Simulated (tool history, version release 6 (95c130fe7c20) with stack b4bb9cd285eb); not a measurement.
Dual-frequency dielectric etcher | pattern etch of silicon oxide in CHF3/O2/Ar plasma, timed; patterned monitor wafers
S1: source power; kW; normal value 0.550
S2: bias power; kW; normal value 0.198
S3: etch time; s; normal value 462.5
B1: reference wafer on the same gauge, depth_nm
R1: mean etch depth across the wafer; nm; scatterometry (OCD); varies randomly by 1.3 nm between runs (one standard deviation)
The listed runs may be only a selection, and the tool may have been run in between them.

run,hour,S1,S2,S3,B1,R1
1,0.0,0.550,0.198,462.5,900.2,881.0
2,14.0,0.550,0.198,462.5,900.0,885.3
3,25.4,0.550,0.198,462.5,900.1,886.2
# hour 56.1: upper electrode replaced
4,56.6,0.550,0.198,462.5,899.7,887.6
5,57.0,0.550,0.198,462.5,900.1,889.2
6,69.8,0.590,0.198,462.5,900.1,910.6
7,78.8,0.590,0.198,462.5,899.9,912.1
8,89.6,0.590,0.198,462.5,899.9,913.8
# hour 105.9: bias power generator calibrated
# hour 124.8: wet clean of the chamber
9,125.3,0.600,0.152,499.5,899.9,854.8
10,125.7,0.550,0.180,593.0,899.9,1060.0
11,126.2,0.550,0.198,462.5,899.7,863.7
# hour 127.4: gauge calibrated
# hour 129.5: source power generator calibrated
12,130.0,0.670,0.243,564.0,900.1,1233.9
13,140.9,0.490,0.211,599.0,899.9,1108.5
14,149.4,0.670,0.198,365.5,900.0,733.0
15,156.3,0.440,0.155,328.0,899.9,510.6
16,164.2,0.590,0.198,462.5,899.9,889.6
17,179.4,0.550,0.198,462.5,900.1,872.6

Below are 5 alternative next runs, each starting from the tool's condition after run 17. Predict each:
A,179.9,0.550,0.198,551.5,?,?
B,179.9,0.670,0.185,462.5,?,?
C,179.9,0.650,0.244,423.5,?,?
D,179.9,0.550,0.214,462.5,?,?
E,179.9,0.510,0.172,402.0,?,?

run,B1,R1
A,900.0,1038.1
B,900.0,903.6
C,900.0,923.9
D,900.0,900.9
E,900.0,693.1
Take away the tool's hidden state, keep each run's random variation, and the runs would have read:
run,R1
A,1018.8
B,886.9
C,906.8
D,884.1
E,680.2

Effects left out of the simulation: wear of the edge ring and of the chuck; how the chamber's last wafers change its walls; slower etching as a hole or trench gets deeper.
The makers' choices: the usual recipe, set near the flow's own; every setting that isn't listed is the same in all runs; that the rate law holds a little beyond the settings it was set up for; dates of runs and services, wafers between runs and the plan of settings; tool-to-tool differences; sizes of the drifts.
